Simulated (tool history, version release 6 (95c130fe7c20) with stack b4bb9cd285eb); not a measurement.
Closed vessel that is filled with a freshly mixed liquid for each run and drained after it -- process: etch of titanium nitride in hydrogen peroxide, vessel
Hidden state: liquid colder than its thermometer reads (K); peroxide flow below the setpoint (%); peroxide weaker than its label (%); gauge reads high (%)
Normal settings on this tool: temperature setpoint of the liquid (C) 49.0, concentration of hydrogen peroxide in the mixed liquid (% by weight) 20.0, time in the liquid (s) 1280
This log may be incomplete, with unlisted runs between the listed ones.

| run | day | temperature setpoint of the liquid (C) | concentration of hydrogen peroxide in the mixed liquid (% by weight) | time in the liquid (s) | wafers since the last listed run | hours since the thermometer was replaced | hours since the peroxide flow meter was replaced | hours since the drum of peroxide was connected | hours since the gauge calibration | read-back film thickness of the titanium nitride reference wafer, read on the same gauge (nm) | thickness taken off the titanium nitride on a monitor wafer (nm) |
|---|---|---|---|---|---|---|---|---|---|---|---|
| 1 | 0.000 | 49.0 | 20.0 | 1280 | 0 | 1761.1 | 1244.4 | 850.6 | 242.2 | 70.00 | 38.60 |
|  | 1.000 | new drum of peroxide connected |
| 2 | 3.254 | 49.0 | 20.0 | 1280 | 2151 | 1839.2 | 1322.5 | 54.1 | 320.3 | 70.01 | 38.31 |
| 3 | 7.262 | 49.0 | 20.0 | 1280 | 2684 | 1935.4 | 1418.7 | 150.3 | 416.5 | 69.98 | 38.43 |
| 4 | 11.396 | 49.0 | 20.0 | 1280 | 2767 | 2034.6 | 1517.9 | 249.5 | 515.7 | 69.97 | 38.64 |
| 5 | 22.833 | 49.0 | 20.0 | 1105 | 7658 | 2309.1 | 1792.4 | 524.0 | 790.2 | 69.97 | 32.99 |
| 6 | 26.558 | 46.0 | 20.0 | 1755 | 2494 | 2398.5 | 1881.8 | 613.4 | 879.6 | 70.00 | 41.22 |
| 7 | 30.708 | 46.0 | 20.0 | 1755 | 2778 | 2498.1 | 1981.4 | 713.0 | 979.2 | 70.04 | 41.52 |
|  | 30.854 | gauge calibrated |
|  | 32.121 | peroxide flow meter replaced |
|  | 33.504 | thermometer replaced |
| 8 | 34.971 | 43.0 | 21.5 | 1280 | 2798 | 35.2 | 68.4 | 815.3 | 98.8 | 70.00 | 22.49 |
| 9 | 38.388 | 49.0 | 20.0 | 1280 | 2287 | 117.2 | 150.4 | 897.3 | 180.8 | 69.97 | 34.62 |
| 10 | 40.104 | 57.5 | 20.0 | 1280 | 1149 | 158.4 | 191.6 | 938.5 | 222.0 | 70.04 | 63.14 |
|  | 40.788 | new drum of peroxide connected |
|  | 41.796 | thermometer replaced, repeated, since the last time left the tool worse |
| 11 | 45.504 | 55.0 | 20.0 | 1910 | 3560 | 89.0 | 321.2 | 113.2 | 351.6 | 69.99 | 97.02 |
| 12 | 47.650 | 52.5 | 20.0 | 925 | 1436 | 140.5 | 372.7 | 164.7 | 403.1 | 69.99 | 39.26 |
| 13 | 51.238 | 55.5 | 20.0 | 1280 | 2402 | 226.6 | 458.8 | 250.8 | 489.2 | 70.04 | 66.51 |
| 14 | 53.804 | 59.0 | 17.5 | 710 | 1718 | 288.2 | 520.4 | 312.4 | 550.8 | 70.01 | 45.75 |

Some steps in thickness taken off the titanium nitride on a monitor wafer (nm) between neighbouring runs. How much of each would the tool show without its hidden state too (settings, what came in, random variation), and how much is left for the hidden state, with any gauge scatter that isn't in both results?
Run 10 -> 11: temperature setpoint of the liquid (C) 57.5 -> 55.0, time in the liquid (s) 1280 -> 1910, new drum of peroxide connected, thermometer replaced, repeated, since the last time left the tool worse. thickness taken off the titanium nitride on a monitor wafer (nm) +33.88: hidden state +13.25, all else +20.63.
Run 11 -> 12: temperature setpoint of the liquid (C) 55.0 -> 52.5, time in the liquid (s) 1910 -> 925. thickness taken off the titanium nitride on a monitor wafer (nm) -57.76: hidden state +0.70, all else -58.46.

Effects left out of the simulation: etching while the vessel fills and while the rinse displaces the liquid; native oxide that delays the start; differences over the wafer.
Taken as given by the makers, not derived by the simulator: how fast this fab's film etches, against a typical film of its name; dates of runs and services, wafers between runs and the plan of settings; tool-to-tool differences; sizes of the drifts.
